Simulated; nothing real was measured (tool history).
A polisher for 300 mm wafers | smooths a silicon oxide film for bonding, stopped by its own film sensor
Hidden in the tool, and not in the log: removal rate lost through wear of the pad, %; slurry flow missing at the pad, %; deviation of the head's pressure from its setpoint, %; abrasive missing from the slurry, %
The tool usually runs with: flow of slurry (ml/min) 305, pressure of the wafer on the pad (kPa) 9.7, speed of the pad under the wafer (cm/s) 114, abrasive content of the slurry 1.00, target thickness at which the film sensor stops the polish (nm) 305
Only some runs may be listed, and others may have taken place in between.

run	day	flow of slurry (ml/min)	pressure of the wafer on the pad (kPa)	speed of the pad under the wafer (cm/s)	abrasive content of the slurry	target thickness at which the film sensor stops the polish (nm)	wafers since the last listed run	wafers polished on this pad	hours since the slurry nozzle was cleaned	hours since the head pressure was calibrated	hours since the slurry blender was calibrated	incoming thickness of the incoming film, nm	time until the film sensor stopped the polish (s)
1	0.000	260	9.7	114	1.00	305	0	1929	216.5	1367.0	419.7	381.2	118.3
2	2.533	260	9.7	114	1.00	305	465	2395	277.3	1427.8	480.5	383.2	122.8
# day 5.496: head pressure recalibrated
3	6.662	305	9.7	114	1.00	305	743	3139	376.4	28.0	579.6	381.7	129.8
4	8.746	305	9.7	114	1.00	305	383	3522	426.4	78.0	629.6	377.0	121.5
5	12.504	305	9.7	114	1.00	305	690	4213	516.6	168.2	719.8	377.6	122.2
# day 13.112: slurry blender recalibrated
6	15.325	305	9.7	114	1.00	305	503	4716	584.3	235.9	53.1	376.2	117.3
7	16.862	305	9.7	114	1.00	305	282	4999	621.2	272.8	90.0	373.2	113.3
# day 17.554: worn pad replaced by a new one
8	18.908	305	9.7	114	1.00	305	345	249	670.3	321.9	139.1	381.8	126.9
# day 19.883: slurry nozzle cleaned
9	22.008	205	9.7	76	0.90	305	562	811	51.0	396.3	213.5	375.1	178.8
10	24.162	305	6.2	114	1.00	317	396	1207	102.7	448.0	265.2	379.6	159.8
11	26.908	200	9.7	84	1.25	329	504	1712	168.6	513.9	331.1	382.8	103.7
12	29.262	305	9.7	114	1.00	297	432	2145	225.1	570.4	387.6	383.1	142.8
13	32.350	305	8.3	114	1.00	313	567	2712	299.2	644.5	461.7	387.4	139.5
14	34.921	305	9.7	114	1.00	305	472	3185	360.9	706.2	523.4	378.6	119.2
15	37.183	305	9.7	130	1.10	305	415	3601	415.2	760.5	577.7	378.3	101.3
16	39.112	305	9.7	114	1.00	305	354	3956	461.5	806.8	624.0	381.5	122.4
17	43.062	335	7.6	114	1.25	305	726	4682	556.3	901.6	718.8	377.1	132.3
# day 44.125: worn pad replaced by a new one
# day 44.642: slurry blender recalibrated
18	48.138	355	9.7	140	1.00	305	887	722	678.1	1023.4	83.9	388.3	112.4
# day 50.542: slurry nozzle cleaned
19	50.629	240	8.3	132	1.15	305	450	1173	2.1	1083.2	143.7	382.5	121.4
20	54.883	375	9.7	78	1.00	305	782	1955	104.2	1185.3	245.8	381.7	163.1
21	58.133	200	9.7	88	0.75	320	597	2552	182.2	1263.3	323.8	375.1	127.1
22	60.967	305	9.7	84	1.00	305	520	3073	250.2	1331.3	391.8	378.4	145.4
23	62.946	305	6.9	132	1.00	305	363	3437	297.7	1378.8	439.3	383.3	148.6
24	66.888	275	13.1	114	0.75	326	724	4162	392.3	1473.4	533.9	382.6	76.7
# day 69.954: worn pad replaced by a new one
25	69.975	210	9.7	114	1.15	305	537	3	466.4	1547.5	608.0	380.7	110.4
# day 70.358: head pressure recalibrated
26	73.029	305	9.7	114	1.00	305	546	549	539.7	64.1	681.3	380.7	132.2
# day 74.775: slurry blender recalibrated
27	76.096	305	8.3	114	0.75	314	548	1098	613.3	137.7	31.7	386.9	171.3
28	79.379	380	9.7	114	1.00	305	603	1701	692.1	216.5	110.5	384.1	131.0
# day 80.383: slurry nozzle cleaned
29	92.371	305	11.0	114	0.75	280	2380	4082	287.7	528.3	422.3	376.0	164.6
30	95.567	305	11.0	114	0.75	305	587	4670	364.4	605.0	499.0	378.8	124.2

Here are 4 independent what-if runs from the current tool condition. What would each one return?
A	95.588	305	9.7	114	1.00	318	3	4674	364.9	605.5	499.5	380.5	?
B	95.588	305	9.7	114	1.00	286	3	4674	364.9	605.5	499.5	380.5	?
C	95.588	390	6.2	80	1.00	305	3	4674	364.9	605.5	499.5	380.5	?
D	95.588	260	9.7	82	0.85	322	3	4674	364.9	605.5	499.5	380.5	?

run	time until the film sensor stopped the polish (s)
A	103.4
B	156.3
C	253.9
D	138.9
Without the tool's hidden state the same runs would have given:
run	time until the film sensor stopped the polish (s)
A	107.7
B	162.8
C	264.6
D	144.7

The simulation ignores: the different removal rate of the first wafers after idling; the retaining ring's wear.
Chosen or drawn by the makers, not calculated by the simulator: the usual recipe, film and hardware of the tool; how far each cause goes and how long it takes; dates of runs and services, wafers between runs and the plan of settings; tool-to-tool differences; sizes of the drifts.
